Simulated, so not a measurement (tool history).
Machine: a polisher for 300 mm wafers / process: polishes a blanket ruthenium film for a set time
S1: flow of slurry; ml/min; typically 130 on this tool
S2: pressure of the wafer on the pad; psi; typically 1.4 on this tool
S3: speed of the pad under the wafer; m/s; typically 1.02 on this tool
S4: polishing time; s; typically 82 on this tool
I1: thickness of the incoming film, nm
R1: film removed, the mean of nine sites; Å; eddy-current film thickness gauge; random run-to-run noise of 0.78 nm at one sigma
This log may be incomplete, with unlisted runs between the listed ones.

Run 1, hour 0: usual settings but S3 1.1 m/s; I1 437.8. Result: R1 584 Å.
Run 2, hour 16.4: usual settings but S3 1.1 m/s; I1 440.3. Result: R1 590 Å.
At hour 38.3: worn pad replaced by a new one.
Run 3, hour 51.3: usual settings but S3 1.1 m/s; I1 439.6. Result: R1 580 Å.
At hour 53.2: slurry nozzle cleaned.
Run 4, hour 83.4: usual settings; I1 442.7. Result: R1 534 Å.
Run 5, hour 112.9: usual settings; I1 437.1. Result: R1 535 Å.
Run 6, hour 135.3: usual settings; I1 441.1. Result: R1 540 Å.
Run 7, hour 151.8: usual settings; I1 442.1. Result: R1 526 Å.
Run 8, hour 179.9: usual settings; I1 432.3. Result: R1 505 Å.
Run 9, hour 194: usual settings; I1 440. Result: R1 520 Å.
Run 10, hour 225: usual settings but S1 95 ml/min; I1 436. Result: R1 474 Å.
At hour 241.4: head pressure recalibrated.
Run 11, hour 252.7: usual settings but S1 95 ml/min; I1 443. Result: R1 534 Å.
Run 12, hour 264.8: usual settings but S2 1.3 psi; I1 433.3. Result: R1 547 Å.
At hour 269.9: slurry nozzle cleaned.
At hour 288.5: worn pad replaced by a new one.
Run 13, hour 299: usual settings; I1 439.9. Result: R1 583 Å.
Run 14, hour 315.5: usual settings; I1 435.8. Result: R1 569 Å.
Run 15, hour 350.8: usual settings; I1 440.6. Result: R1 568 Å.
Run 16, hour 366.9: usual settings; I1 434.9. Result: R1 576 Å.
Run 17, hour 390.3: usual settings but S1 100 ml/min, S3 1.14 m/s; I1 441.1. Result: R1 592 Å.
Run 18, hour 415.1: usual settings but S1 160 ml/min; I1 438.5. Result: R1 604 Å.
Run 19, hour 434.7: usual settings but S1 165 ml/min, S2 1.2 psi, S3 0.84 m/s, S4 72 s; I1 442.1. Result: R1 387 Å.
Run 20, hour 456.9: usual settings but S2 1.1 psi, S3 1.12 m/s; I1 439.9. Result: R1 503 Å.
At hour 491.4: slurry nozzle cleaned.
Run 21, hour 491.9: usual settings but S3 1.22 m/s, S4 106 s; I1 448.7. Result: R1 890 Å.
Run 22, hour 514.8: usual settings; I1 437.9. Result: R1 558 Å.
At hour 525.9: worn pad replaced by a new one, of another model than before.
Run 23, hour 536.6: usual settings; I1 436.7. Result: R1 586 Å.
Run 24, hour 557.2: usual settings; I1 441.4. Result: R1 593 Å.
Run 25, hour 586.8: usual settings but S1 110 ml/min, S3 1.28 m/s, S4 65 s; I1 437.2. Result: R1 519 Å.
Run 26, hour 602.1: usual settings but S1 90 ml/min, S2 1.8 psi, S3 1.36 m/s; I1 440. Result: R1 757 Å.
Run 27, hour 637: usual settings but S1 155 ml/min, S3 0.92 m/s; I1 442. Result: R1 562 Å.
Run 28, hour 664.7: usual settings but S1 120 ml/min, S2 1.7 psi, S3 0.8 m/s, S4 90 s; I1 441.2. Result: R1 585 Å.
Run 29, hour 697.2: usual settings; I1 441.9. Result: R1 564 Å.
Run 30, hour 715.1: usual settings but S1 140 ml/min, S4 53 s; I1 435.5. Result: R1 375 Å.
Run 31, hour 739.8: usual settings but S1 95 ml/min, S2 1.7 psi, S3 0.72 m/s, S4 104 s; I1 443.6. Result: R1 613 Å.
At hour 746.3: slurry nozzle cleaned.
At hour 760.2: worn pad replaced by a new one.
Run 32, hour 763.3: usual settings but S1 155 ml/min, S2 0.9 psi, S3 0.72 m/s; I1 435.3. Result: R1 388 Å.
Run 33, hour 795.2: usual settings but S2 1.6 psi, S3 1.28 m/s; I1 443.5. Result: R1 688 Å.
Run 34, hour 820.9: usual settings but S1 100 ml/min, S3 1.26 m/s, S4 111 s; I1 436.7. Result: R1 841 Å.
Run 35, hour 851.9: usual settings but S4 109 s; I1 447.2. Result: R1 732 Å.
Run 36, hour 887: usual settings; I1 437.6. Result: R1 554 Å.
Run 37, hour 908.8: usual settings; I1 441. Result: R1 545 Å.

Alternative continuations, all from the tool just after run 37; predict every row:
Run A, hour 909.3: usual settings; I1 437.7. Result: R1 ?.
Run B, hour 909.3: usual settings but S1 165 ml/min, S4 110 s; I1 437.7. Result: R1 ?.
Run C, hour 909.3: usual settings but S1 110 ml/min, S2 0.9 psi, S4 97 s; I1 437.7. Result: R1 ?.
Run D, hour 909.3: usual settings but S1 160 ml/min, S2 1.2 psi, S3 0.86 m/s, S4 63 s; I1 437.7. Result: R1 ?.

run   R1
  A  554
  B  768
  C  530
  D  369
Without the tool's hidden state the same runs would have given:
run   R1
  A  575
  B  797
  C  549
  D  383
